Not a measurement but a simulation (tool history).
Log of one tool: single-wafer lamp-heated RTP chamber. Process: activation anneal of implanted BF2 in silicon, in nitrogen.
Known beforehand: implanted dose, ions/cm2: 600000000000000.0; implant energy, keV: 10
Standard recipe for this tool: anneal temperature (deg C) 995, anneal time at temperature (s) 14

run    hour  anneal temperature (deg C)  anneal time at temperature (s)  read-back reference wafer on the same gauge, sheet resistance  sheet resistance of the implanted and annealed layer (ohm/square)
  1     0.0                         995                              14                                                         304.00                                                             292.46
  2    59.1                         995                              14                                                         304.23                                                             291.90
       86.6  -- gauge calibrated
  3   111.0                         995                              14                                                         304.10                                                             289.31
  4   158.2                        1010                              11                                                         303.63                                                             279.28
  5   196.3                        1010                              11                                                         304.17                                                             279.35
      239.0  -- pyrometer window cleaned and pyrometer calibrated
  6   239.5                        1010                              11                                                         303.93                                                             283.99
  7   307.0                         995                              14                                                         303.80                                                             293.63
  8   397.7                        1006                              14                                                         304.20                                                             276.60
  9   444.0                        1013                              11                                                         303.85                                                             275.18
 10   551.2                        1013                              11                                                         304.08                                                             274.30
      597.7  -- reflector plate cleaned
 11   647.6                         995                              14                                                         304.03                                                             292.98
 12   798.8                         995                              14                                                         304.07                                                             289.08
 13   871.3                         995                              14                                                         303.92                                                             288.05
      927.2  -- pyrometer window cleaned and pyrometer calibrated
 14   946.8                         995                              16                                                         304.05                                                             289.24
 15  1033.7                         995                              16                                                         304.11                                                             287.67
 16  1101.2                         986                              14                                                         304.19                                                             302.97
 17  1159.9                         995                              20                                                         303.68                                                             276.66
 18  1262.7                         970                              11                                                         303.73                                                             342.18
     1335.1  -- reflector plate cleaned
 19  1535.3                         995                               9                                                         303.78                                                             306.27
 20  1603.0                         995                              14                                                         303.92                                                             286.02
 21  1654.8                         995                               9                                                         303.92                                                             303.30
 22  1692.6                         969                              19                                                         303.94                                                             315.67
     1723.4  -- pyrometer window cleaned and pyrometer calibrated
     1970.3  -- reflector plate cleaned
 23  2015.1                         995                              14                                                         303.98                                                             294.44
 24  2057.3                         995                              21                                                         304.00                                                             279.38
     2123.4  -- gauge calibrated
 25  2162.6                        1018                              14                                                         304.07                                                             264.87
     2393.0  -- pyrometer window cleaned and pyrometer calibrated
 26  2423.6                         971                              14                                                         304.07                                                             342.28
 27  2518.7                        1003                              21                                                         304.13                                                             267.75
     2585.4  -- reflector plate cleaned
 28  2593.7                        1010                              11                                                         304.10                                                             284.06
 29  2667.0                         995                              14                                                         304.19                                                             295.51
 30  2771.6                         995                               7                                                         304.06                                                             318.62
 31  2852.8                         995                              17                                                         304.49                                                             282.10
 32  2933.5                         995                              14                                                         304.12                                                             286.72
 33  2986.0                         975                              21                                                         303.94                                                             300.29
 34  3093.1                        1019                              14                                                         304.20                                                             253.93
     3124.8  -- pyrometer window cleaned and pyrometer calibrated
 35  3152.2                         978                              10                                                         303.84                                                             334.66

Predict each of these 5 candidate next runs independently; none follows another, all start after run 35:
  A  3152.6                         995                              14                                                              ?                                                                  ?
  B  3152.6                        1014                              11                                                              ?                                                                  ?
  C  3152.6                        1005                              18                                                              ?                                                                  ?
  D  3152.6                        1021                              14                                                              ?                                                                  ?
  E  3152.6                         995                              12                                                              ?                                                                  ?

run  read-back reference wafer on the same gauge, sheet resistance  sheet resistance of the implanted and annealed layer (ohm/square)
  A                                                         304.01                                                             289.49
  B                                                         304.01                                                             275.39
  C                                                         304.01                                                             270.08
  D                                                         304.01                                                             260.55
  E                                                         304.01                                                             295.21
What these runs would have given with no unlogged condition in the tool:
run  sheet resistance of the implanted and annealed layer (ohm/square)
  A                                                             301.75
  B                                                             284.71
  C                                                             278.94
  D                                                             269.37
  E                                                             308.23
